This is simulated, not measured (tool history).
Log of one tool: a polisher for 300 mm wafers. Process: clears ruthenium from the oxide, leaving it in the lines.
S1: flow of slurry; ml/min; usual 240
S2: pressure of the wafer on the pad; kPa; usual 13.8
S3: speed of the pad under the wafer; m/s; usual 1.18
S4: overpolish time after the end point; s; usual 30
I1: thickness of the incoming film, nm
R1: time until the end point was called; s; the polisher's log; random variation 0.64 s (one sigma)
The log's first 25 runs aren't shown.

run,day,S1,S2,S3,S4,I1,R1
26,15.788,220,9.7,1.18,22,99.3,116.6
27,16.325,240,13.8,1.18,42,99.4,81.8
28,16.967,240,13.8,1.18,30,100.9,81.8
29,17.362,240,13.8,1.18,30,98.3,79.1
30,18.017,240,17.9,1.18,39,100,63
31,18.504,240,13.8,1.18,47,100,83
# day 18.833: worn pad replaced by a new one
32,19.175,240,13.8,1.18,30,100.1,82.4
33,19.533,240,13.8,0.78,30,98,112
34,20.142,165,17.9,0.96,47,100.5,78.7
35,20.692,240,10.3,1.18,48,102,111.3
36,21.104,240,13.8,1.18,30,100.5,85.1

5 ways to go on from here, each from the tool as it stands after run 36. What would each give?
A,21.125,240,10.3,1.18,30,101.3,?
B,21.125,295,13.8,1.18,37,101.3,?
C,21.125,240,13.8,1.18,22,101.3,?
D,21.125,285,13.8,1.18,24,101.3,?
E,21.125,215,13.8,1.18,30,101.3,?

run,R1
A,111.3
B,81.4
C,83.5
D,81.7
E,84.8
Without the tool's hidden state the same runs would have given:
run,R1
A,106.4
B,78.3
C,79.8
D,78.6
E,80.7
